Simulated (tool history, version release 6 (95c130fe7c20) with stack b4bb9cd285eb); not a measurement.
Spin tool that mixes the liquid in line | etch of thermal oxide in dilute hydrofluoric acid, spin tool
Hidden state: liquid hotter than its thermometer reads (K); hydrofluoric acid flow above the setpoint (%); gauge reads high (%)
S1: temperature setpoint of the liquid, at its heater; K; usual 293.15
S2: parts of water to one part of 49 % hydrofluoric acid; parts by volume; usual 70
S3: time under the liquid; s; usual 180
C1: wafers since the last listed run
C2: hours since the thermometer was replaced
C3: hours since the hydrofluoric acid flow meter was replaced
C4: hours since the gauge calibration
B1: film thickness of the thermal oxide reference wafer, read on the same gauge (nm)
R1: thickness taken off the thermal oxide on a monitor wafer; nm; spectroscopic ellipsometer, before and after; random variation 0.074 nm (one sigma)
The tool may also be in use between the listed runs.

run 1 day=0.000 | S1=293.15 S2=85 S3=180 | C1=0 C2=859.5 C3=116.8 C4=909.7 | B1=79.99 | R1=8.83
run 2 day=2.667 | S1=293.15 S2=85 S3=180 | C1=609 C2=923.5 C3=180.8 C4=973.7 | B1=80.00 | R1=9.02
run 3 day=4.217 | S1=293.15 S2=70 S3=180 | C1=354 C2=960.7 C3=218.0 C4=1010.9 | B1=80.00 | R1=11.00
run 4 day=5.283 | S1=290.15 S2=70 S3=245 | C1=243 C2=986.3 C3=243.6 C4=1036.5 | B1=79.97 | R1=13.13
run 5 day=7.600 | S1=290.15 S2=70 S3=245 | C1=529 C2=1041.9 C3=299.2 C4=1092.1 | B1=79.99 | R1=13.03
run 6 day=10.150 | S1=290.15 S2=70 S3=245 | C1=582 C2=1103.1 C3=360.4 C4=1153.3 | B1=79.98 | R1=13.23
run 7 day=13.050 | S1=293.15 S2=70 S3=100 | C1=662 C2=1172.7 C3=430.0 C4=1222.9 | B1=80.00 | R1=6.15
run 8 day=15.529 | S1=293.15 S2=70 S3=100 | C1=566 C2=1232.2 C3=489.5 C4=1282.4 | B1=80.01 | R1=6.15
run 9 day=18.529 | S1=293.15 S2=70 S3=100 | C1=685 C2=1304.2 C3=561.5 C4=1354.4 | B1=80.01 | R1=6.13
run 10 day=20.383 | S1=293.15 S2=70 S3=180 | C1=423 C2=1348.7 C3=606.0 C4=1398.9 | B1=79.99 | R1=10.94
-- day=22.312 hydrofluoric acid flow meter replaced
run 11 day=22.492 | S1=293.15 S2=70 S3=180 | C1=472 C2=1399.3 C3=4.3 C4=1449.5 | B1=80.00 | R1=11.03
-- day=22.492 gauge calibrated
run 12 day=24.925 | S1=293.15 S2=70 S3=180 | C1=556 C2=1457.7 C3=62.7 C4=58.4 | B1=79.99 | R1=11.01
run 13 day=27.121 | S1=293.15 S2=70 S3=180 | C1=501 C2=1510.4 C3=115.4 C4=111.1 | B1=80.01 | R1=11.01
run 14 day=29.367 | S1=293.15 S2=70 S3=180 | C1=513 C2=1564.3 C3=169.3 C4=165.0 | B1=79.99 | R1=11.00
run 15 day=32.367 | S1=293.15 S2=70 S3=180 | C1=685 C2=1636.3 C3=241.3 C4=237.0 | B1=79.99 | R1=11.08
run 16 day=34.238 | S1=290.15 S2=70 S3=245 | C1=427 C2=1681.2 C3=286.2 C4=281.9 | B1=80.01 | R1=13.37
-- day=35.162 thermometer replaced
run 17 day=35.438 | S1=293.15 S2=95 S3=80 | C1=264 C2=6.6 C3=315.0 C4=310.7 | B1=80.01 | R1=3.47
run 18 day=37.621 | S1=293.15 S2=70 S3=220 | C1=498 C2=59.0 C3=367.4 C4=363.1 | B1=80.00 | R1=13.50
run 19 day=40.050 | S1=293.15 S2=35 S3=140 | C1=555 C2=117.3 C3=425.7 C4=421.4 | B1=80.00 | R1=17.73
run 20 day=41.217 | S1=290.15 S2=80 S3=270 | C1=266 C2=145.3 C3=453.7 C4=449.4 | B1=80.00 | R1=12.53
run 21 day=44.188 | S1=296.65 S2=80 S3=255 | C1=678 C2=216.6 C3=525.0 C4=520.7 | B1=80.01 | R1=15.68
run 22 day=46.458 | S1=293.15 S2=95 S3=95 | C1=518 C2=271.1 C3=579.5 C4=575.2 | B1=79.99 | R1=4.16
run 23 day=48.817 | S1=291.15 S2=70 S3=150 | C1=538 C2=327.7 C3=636.1 C4=631.8 | B1=79.98 | R1=8.48
-- day=48.975 hydrofluoric acid flow meter replaced
run 24 day=50.396 | S1=293.15 S2=50 S3=180 | C1=351 C2=365.6 C3=34.1 C4=669.7 | B1=80.00 | R1=15.75
run 25 day=53.083 | S1=293.15 S2=70 S3=180 | C1=614 C2=430.1 C3=98.6 C4=734.2 | B1=79.99 | R1=11.03
run 26 day=54.754 | S1=293.15 S2=95 S3=140 | C1=381 C2=470.2 C3=138.7 C4=774.3 | B1=80.01 | R1=6.09
run 27 day=57.746 | S1=293.15 S2=40 S3=180 | C1=683 C2=542.0 C3=210.5 C4=846.1 | B1=80.00 | R1=20.04
run 28 day=60.288 | S1=296.15 S2=85 S3=220 | C1=580 C2=603.0 C3=271.5 C4=907.1 | B1=79.97 | R1=12.34
run 29 day=62.042 | S1=293.15 S2=60 S3=110 | C1=400 C2=645.1 C3=313.6 C4=949.2 | B1=79.99 | R1=7.99
run 30 day=63.750 | S1=293.15 S2=70 S3=180 | C1=390 C2=686.1 C3=354.6 C4=990.2 | B1=80.01 | R1=11.00

How the hidden state differs across the entries between the runs, from the last listed run before each to the first after it:
Between runs 10 and 11: hydrofluoric acid flow meter replaced (day 22.312)
  no hidden state differs between the two runs
Between runs 11 and 12: gauge calibrated (day 22.492)
  no hidden state differs between the two runs
Between runs 16 and 17: thermometer replaced (day 35.162)
  no hidden state differs between the two runs
Between runs 23 and 24: hydrofluoric acid flow meter replaced (day 48.975)
  no hidden state differs between the two runs

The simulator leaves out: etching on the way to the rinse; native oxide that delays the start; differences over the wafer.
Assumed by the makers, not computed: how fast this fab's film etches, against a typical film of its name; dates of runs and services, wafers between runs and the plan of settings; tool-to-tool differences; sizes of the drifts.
